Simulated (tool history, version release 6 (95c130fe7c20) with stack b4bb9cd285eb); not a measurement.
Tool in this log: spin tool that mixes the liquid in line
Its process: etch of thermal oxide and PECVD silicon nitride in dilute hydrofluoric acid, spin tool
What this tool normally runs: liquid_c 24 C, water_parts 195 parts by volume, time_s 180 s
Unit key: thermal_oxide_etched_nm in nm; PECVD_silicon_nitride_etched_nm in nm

| run | hour | liquid_c | water_parts | time_s | wafers since the last listed run | hours since the thermometer was replaced | hours since the hydrofluoric acid flow meter was replaced | hours since the gauge calibration | read-back film thickness of the thermal oxide reference wafer, read on the same gauge (nm) | read-back film thickness of the PECVD silicon nitride reference wafer, read on the same gauge (nm) | thermal_oxide_etched_nm | PECVD_silicon_nitride_etched_nm |
|---|---|---|---|---|---|---|---|---|---|---|---|---|
| 1 | 0 | 24 | 195 | 180 | 0 | 854.3 | 17.1 | 82.9 | 30.016 | 109.96 | 4.093 | 5.29 |
| 2 | 54.4 | 24 | 195 | 180 | 229 | 908.7 | 71.5 | 137.3 | 29.982 | 110.05 | 4.092 | 5.35 |
| 3 | 100.7 | 25.5 | 195 | 215 | 195 | 955 | 117.8 | 183.6 | 30.014 | 110.04 | 5.249 | 7.09 |
| 4 | 144.8 | 25.5 | 195 | 215 | 186 | 999.1 | 161.9 | 227.7 | 30.02 | 109.99 | 5.364 | 7.15 |
| 5 | 182 | 25.5 | 195 | 215 | 157 | 1036.3 | 199.1 | 264.9 | 29.981 | 109.97 | 5.315 | 7.22 |
| 6 | 241.2 | 24 | 195 | 180 | 250 | 1095.5 | 258.3 | 324.1 | 29.988 | 110.02 | 4.245 | 5.49 |
| 7 | 280 | 24 | 195 | 180 | 163 | 1134.3 | 297.1 | 362.9 | 29.999 | 109.99 | 4.295 | 5.49 |
| 8 | 341.4 | 24 | 195 | 180 | 259 | 1195.7 | 358.5 | 424.3 | 29.972 | 110.03 | 4.26 | 5.6 |
| 9 | 405.9 | 24 | 195 | 225 | 272 | 1260.2 | 423 | 488.8 | 30.003 | 110.02 | 5.427 | 7.07 |
| 10 | 458.8 | 24 | 195 | 180 | 223 | 1313.1 | 475.9 | 541.7 | 29.942 | 110 | 4.341 | 5.71 |
| 11 | 508.6 | 24 | 195 | 180 | 210 | 1362.9 | 525.7 | 591.5 | 30.014 | 109.99 | 4.397 | 5.71 |
| 12 | 552.2 | 24 | 195 | 180 | 184 | 1406.5 | 569.3 | 635.1 | 30.028 | 109.99 | 4.455 | 5.7 |
| 13 | 595.9 | 24 | 195 | 250 | 184 | 1450.2 | 613 | 678.8 | 29.975 | 109.97 | 6.142 | 8.04 |
| 14 | 652.6 | 22.5 | 195 | 180 | 239 | 1506.9 | 669.7 | 735.5 | 30.028 | 110.03 | 4.166 | 5.35 |
| 15 | 709.5 | 24 | 195 | 180 | 240 | 1563.8 | 726.6 | 792.4 | 30.01 | 110.04 | 4.447 | 5.85 |
| 16 | 771.9 | 22.5 | 195 | 230 | 263 | 1626.2 | 789 | 854.8 | 29.976 | 109.96 | 5.473 | 6.91 |
| 17 | 819.3 | 26 | 100 | 90 | 200 | 1673.6 | 836.4 | 902.2 | 30.018 | 110.06 | 5.353 | 6.64 |
|  | 893.8 | gauge calibrated |
| 18 | 899.7 | 24 | 195 | 110 | 339 | 1754 | 916.8 | 5.9 | 29.978 | 110.01 | 2.832 | 3.69 |
|  | 930 | thermometer replaced |
| 19 | 937.8 | 27.5 | 195 | 265 | 156 | 7.8 | 954.9 | 44 | 29.992 | 109.96 | 7.304 | 9.9 |
|  | 964.5 | hydrofluoric acid flow meter replaced |
| 20 | 967.9 | 24 | 110 | 140 | 122 | 37.9 | 3.4 | 74.1 | 29.988 | 109.99 | 6.127 | 7.04 |
| 21 | 1036.3 | 28 | 195 | 250 | 289 | 106.3 | 71.8 | 142.5 | 30.033 | 109.97 | 6.551 | 9.29 |
| 22 | 1103.4 | 21.5 | 265 | 180 | 283 | 173.4 | 138.9 | 209.6 | 29.994 | 109.99 | 2.583 | 3.32 |
| 23 | 1165.7 | 22 | 150 | 100 | 263 | 235.7 | 201.2 | 271.9 | 30.05 | 109.99 | 2.925 | 3.35 |
| 24 | 1194.5 | 24 | 195 | 180 | 121 | 264.5 | 230 | 300.7 | 29.989 | 110 | 4.179 | 5.31 |

What will run 25 give?
| 25 | 1237.2 | 24 | 195 | 180 | 180 | 307.2 | 272.7 | 343.4 | ? | ? | ? | ? |

Run 25 came out at read-back film thickness of the thermal oxide reference wafer, read on the same gauge (nm) 29.951, read-back film thickness of the PECVD silicon nitride reference wafer, read on the same gauge (nm) 110.03, thermal_oxide_etched_nm 4.135 nm, PECVD_silicon_nitride_etched_nm 5.37 nm.
Without the tool's hidden state the same run would have given thermal_oxide_etched_nm 3.914 nm, PECVD_silicon_nitride_etched_nm 5.06 nm.

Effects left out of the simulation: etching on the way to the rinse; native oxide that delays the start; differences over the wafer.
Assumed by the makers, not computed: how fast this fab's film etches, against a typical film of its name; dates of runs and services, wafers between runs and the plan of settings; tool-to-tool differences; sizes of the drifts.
